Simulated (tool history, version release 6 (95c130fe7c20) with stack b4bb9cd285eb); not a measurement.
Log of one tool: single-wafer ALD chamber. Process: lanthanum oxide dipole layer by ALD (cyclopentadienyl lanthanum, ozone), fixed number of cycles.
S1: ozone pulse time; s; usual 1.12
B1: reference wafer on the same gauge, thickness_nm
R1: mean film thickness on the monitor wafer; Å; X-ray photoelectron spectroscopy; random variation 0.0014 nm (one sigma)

| run | hour | S1 | B1 | R1 |
|---|---|---|---|---|
| 1 | 0 | 1.12 | 0.593 | 5.32 |
| 2 | 32.1 | 0.94 | 0.593 | 4.76 |
| 3 | 62.8 | 0.94 | 0.593 | 4.74 |
| 4 | 92.3 | 1 | 0.593 | 4.99 |
| 5 | 116.3 | 1 | 0.593 | 4.98 |
| 6 | 133.4 | 1.12 | 0.593 | 5.33 |
| 7 | 155.2 | 0.87 | 0.593 | 4.39 |
| 8 | 180.5 | 0.87 | 0.593 | 4.4 |
| 9 | 215 | 0.87 | 0.593 | 4.37 |
| 10 | 239.8 | 1.12 | 0.593 | 5.31 |
| 11 | 265.2 | 1.12 | 0.593 | 5.31 |
| 12 | 296.4 | 1.12 | 0.593 | 5.32 |
|  | 299.9 | gauge calibrated |
| 13 | 308.8 | 1.12 | 0.593 | 5.29 |
| 14 | 320.8 | 1.12 | 0.593 | 5.28 |
| 15 | 339.8 | 1.12 | 0.593 | 5.27 |
|  | 353.2 | showerhead replaced |
|  | 370.4 | ozone generator serviced |
| 16 | 370.9 | 1.12 | 0.593 | 5.46 |
| 17 | 385.4 | 1.28 | 0.593 | 5.74 |
| 18 | 420.1 | 0.84 | 0.593 | 4.43 |
| 19 | 444.9 | 0.96 | 0.593 | 4.98 |
| 20 | 458.6 | 1.12 | 0.594 | 5.45 |
| 21 | 486 | 0.85 | 0.593 | 4.48 |
|  | 507.4 | thermocouple changed; heater temperature recalibrated |
| 22 | 507.9 | 1.12 | 0.593 | 5.44 |
| 23 | 526.1 | 1.49 | 0.592 | 5.95 |
| 24 | 541.5 | 1.12 | 0.593 | 5.45 |
| 25 | 559.2 | 1.43 | 0.592 | 5.9 |
| 26 | 589.6 | 1.5 | 0.594 | 5.93 |
| 27 | 608.5 | 1.12 | 0.593 | 5.46 |
| 28 | 629.6 | 0.78 | 0.593 | 4 |
| 29 | 642.3 | 0.8 | 0.593 | 4.15 |
| 30 | 656.5 | 1.12 | 0.593 | 5.43 |
| 31 | 690 | 1.41 | 0.593 | 5.88 |
| 32 | 720.2 | 0.82 | 0.593 | 4.25 |
| 33 | 747.1 | 1.35 | 0.593 | 5.78 |
| 34 | 783 | 0.87 | 0.592 | 4.55 |
| 35 | 812.4 | 0.7 | 0.593 | 3.34 |

Forecast each of these 3 alternatives for the next run:
| A | 812.8 | 1.12 | ? | ? |
| B | 812.8 | 1.24 | ? | ? |
| C | 812.8 | 0.71 | ? | ? |

| run | B1 | R1 |
|---|---|---|
| A | 0.593 | 5.44 |
| B | 0.593 | 5.66 |
| C | 0.593 | 3.43 |
Without the tool's hidden state the same runs would have given:
| run | R1 |
|---|---|
| A | 5.48 |
| B | 5.7 |
| C | 3.5 |
